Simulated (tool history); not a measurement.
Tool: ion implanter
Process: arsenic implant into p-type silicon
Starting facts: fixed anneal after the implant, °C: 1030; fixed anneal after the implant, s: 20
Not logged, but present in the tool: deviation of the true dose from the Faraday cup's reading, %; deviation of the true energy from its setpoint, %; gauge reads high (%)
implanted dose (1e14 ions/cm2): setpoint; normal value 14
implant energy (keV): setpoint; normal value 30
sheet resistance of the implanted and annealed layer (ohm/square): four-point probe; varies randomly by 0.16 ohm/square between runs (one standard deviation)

run,hour,implanted dose (1e14 ions/cm2),implant energy (keV),wafers since the last listed run,hours since the last dose calibration,hours since the extraction supply was calibrated,hours since the gauge calibration,"read-back reference wafer on the same gauge, sheet resistance",sheet resistance of the implanted and annealed layer (ohm/square)
1,0,12.59,32.5,0,855.2,3593.4,153.5,117.99,106.38
2,28.2,12.59,32.5,536,883.4,3621.6,181.7,118.04,106.41
3,56.3,14,30,534,911.5,3649.7,209.8,118.01,102.22
4,86.2,14,30,568,941.4,3679.6,239.7,117.99,102.37
5,121,14,30,662,976.2,3714.4,274.5,117.96,102.35
6,143.9,17.35,30,435,999.1,3737.3,297.4,117.93,93.2
7,179.1,12.59,23.5,669,1034.3,3772.5,332.6,117.95,113.42
8,202.1,14,30,437,1057.3,3795.5,355.6,118,102.31
9,234.2,14,30,610,1089.4,3827.6,387.7,117.98,102.13
10,258.8,14.96,23,468,1114,3852.2,412.3,118.08,105.17
11,281.6,12.37,35,433,1136.8,3875,435.1,118,104.79
12,303.4,12.37,35,414,1158.6,3896.8,456.9,118.01,104.97
# hour 313: extraction supply calibrated
13,329.2,12.37,35,338,1184.4,16.2,482.7,118.05,105.07
14,349,14,22,376,1204.2,36,502.5,118.02,108.9
15,369.4,14,30,388,1224.6,56.4,522.9,118.03,101.63
16,395.9,14,25,504,1251.1,82.9,549.4,117.96,106.03
17,421.9,16.57,34.5,494,1277.1,108.9,575.4,117.98,90.72
# hour 469.4: gauge calibrated
18,508.1,14,33,1640,1363.3,195.1,38.7,117.89,98.96
19,544.1,15.41,33.5,685,1399.3,231.1,74.7,117.95,94.07

Predict the results of run 20:
20,576.9,14,30,624,1432.1,263.9,107.5,?,?

read-back reference wafer on the same gauge, sheet resistance: 118.01
sheet resistance of the implanted and annealed layer (ohm/square): 100.63
If the tool had no hidden condition, the same run with the same run-to-run variation would have returned sheet resistance of the implanted and annealed layer (ohm/square) 103.39.
